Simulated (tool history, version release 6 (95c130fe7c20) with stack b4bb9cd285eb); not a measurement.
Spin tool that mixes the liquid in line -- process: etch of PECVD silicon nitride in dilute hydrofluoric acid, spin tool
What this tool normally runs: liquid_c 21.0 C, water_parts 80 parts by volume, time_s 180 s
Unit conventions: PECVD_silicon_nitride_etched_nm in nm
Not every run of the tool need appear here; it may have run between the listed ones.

run,hour,liquid_c,water_parts,time_s,"read-back film thickness of the PECVD silicon nitride reference wafer, read on the same gauge (nm)",PECVD_silicon_nitride_etched_nm
1,0.0,21.0,80,120,90.00,4.68
2,6.4,21.0,80,120,89.99,4.67
3,20.0,21.0,80,120,89.99,4.73
4,36.2,21.0,80,180,89.99,7.07
5,43.7,21.0,80,180,90.00,7.11
6,56.7,21.0,80,180,89.98,7.02
7,66.3,21.0,80,180,90.01,7.09
8,77.5,21.0,80,180,90.02,7.10
9,87.7,21.0,80,180,89.99,7.04
# hour 106.0: hydrofluoric acid flow meter replaced
# hour 122.5: gauge calibrated
10,137.5,21.0,80,180,90.02,6.48
11,148.7,21.0,80,180,90.00,6.47
12,159.5,21.0,80,180,90.01,6.47
13,173.4,21.0,80,180,90.02,6.40
14,183.2,25.5,100,225,90.01,8.87
15,200.1,17.0,80,180,90.01,4.83
16,213.0,21.0,40,180,90.01,12.67
17,226.8,18.5,80,180,89.98,5.44
18,237.2,21.0,40,265,89.98,18.56
19,244.8,21.0,95,240,89.98,7.33
20,256.4,24.5,50,215,90.02,15.60
# hour 261.4: thermometer replaced
21,265.7,18.0,65,180,89.99,7.47
22,282.1,21.0,55,285,90.00,17.24
23,292.6,17.0,60,180,90.03,7.62
24,302.8,25.0,110,145,90.02,5.83
25,316.3,17.0,60,180,89.98,7.58
26,330.4,21.0,80,180,89.99,7.55
27,346.6,22.5,80,255,90.00,11.90

Same runs, no hidden state in the tool, same run-to-run variation:
Hidden state at play: liquid colder than its thermometer reads (K); hydrofluoric acid flow above the setpoint (%); gauge reads high (%).
run,PECVD_silicon_nitride_etched_nm
1,4.98
2,4.98
3,5.04
4,7.52
5,7.57
6,7.47
7,7.55
8,7.56
9,7.49
10,7.55
11,7.53
12,7.53
13,7.45
14,10.25
15,5.65
16,14.79
17,6.35
18,21.65
19,8.51
20,18.11
21,7.43
22,17.13
23,7.58
24,5.79
25,7.54
26,7.50
27,11.81
